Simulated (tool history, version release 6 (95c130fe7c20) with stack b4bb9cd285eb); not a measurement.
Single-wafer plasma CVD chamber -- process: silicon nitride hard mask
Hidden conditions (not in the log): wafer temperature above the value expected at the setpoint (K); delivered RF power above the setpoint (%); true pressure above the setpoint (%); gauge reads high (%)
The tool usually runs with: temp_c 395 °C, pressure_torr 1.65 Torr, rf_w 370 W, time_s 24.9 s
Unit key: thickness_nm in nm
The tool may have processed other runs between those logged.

run	hour	temp_c	pressure_torr	rf_w	time_s	wafers since the last listed run	hours since the last thermocouple change	hours since the last RF generator calibration	hours since the last manometer calibration	hours since the showerhead was replaced	hours since the gauge calibration	read-back reference wafer on the same gauge, thickness_nm	thickness_nm
1	0.0	395	1.65	370	24.9	0	2769.3	586.8	1729.3	2560.5	106.8	34.444	31.641
2	17.6	395	1.65	370	24.9	590	2786.9	604.4	1746.9	2578.1	124.4	34.498	31.710
3	31.7	395	1.65	370	24.9	472	2801.0	618.5	1761.0	2592.2	138.5	34.498	31.714
4	127.1	395	1.65	370	24.9	3198	2896.4	713.9	1856.4	2687.6	233.9	34.503	31.795
5	145.7	395	1.65	370	24.9	623	2915.0	732.5	1875.0	2706.2	252.5	34.586	31.889
6	174.4	395	1.65	370	21.3	962	2943.7	761.2	1903.7	2734.9	281.2	34.605	27.203
7	201.6	395	1.65	370	21.3	911	2970.9	788.4	1930.9	2762.1	308.4	34.614	27.296
8	219.4	395	1.91	370	27.0	596	2988.7	806.2	1948.7	2779.9	326.2	34.602	36.266
9	244.5	395	1.65	370	22.6	841	3013.8	831.3	1973.8	2805.0	351.3	34.666	29.062
# hour 263.4: thermocouple changed; heater temperature recalibrated
10	277.4	395	1.65	370	22.6	834	14.0	864.2	2006.7	2837.9	384.2	34.722	29.038
# hour 305.3: capacitance manometer re-zeroed and calibrated
11	367.2	395	1.65	370	22.6	2742	103.8	954.0	61.9	2927.7	474.0	34.878	29.071
12	391.3	395	1.65	370	24.9	807	127.9	978.1	86.0	2951.8	498.1	34.922	32.276
13	426.4	395	1.65	370	24.9	1176	163.0	1013.2	121.1	2986.9	533.2	34.970	32.178
14	452.4	395	1.65	370	24.9	871	189.0	1039.2	147.1	3012.9	559.2	35.062	32.188
15	478.1	395	1.65	370	24.9	861	214.7	1064.9	172.8	3038.6	584.9	35.109	32.292
16	495.2	406	1.65	300	24.9	573	231.8	1082.0	189.9	3055.7	602.0	35.114	27.691
17	528.3	395	1.65	370	22.9	1109	264.9	1115.1	223.0	3088.8	635.1	35.215	29.679

What will run 18 give?
18	547.1	382	2.01	425	24.9	630	283.7	1133.9	241.8	3107.6	653.9	?	?

read-back reference wafer on the same gauge, thickness_nm: 35.269
thickness_nm: 38.237 nm
Minus the tool's unlogged condition, the same run would have read thickness_nm 37.422 nm.
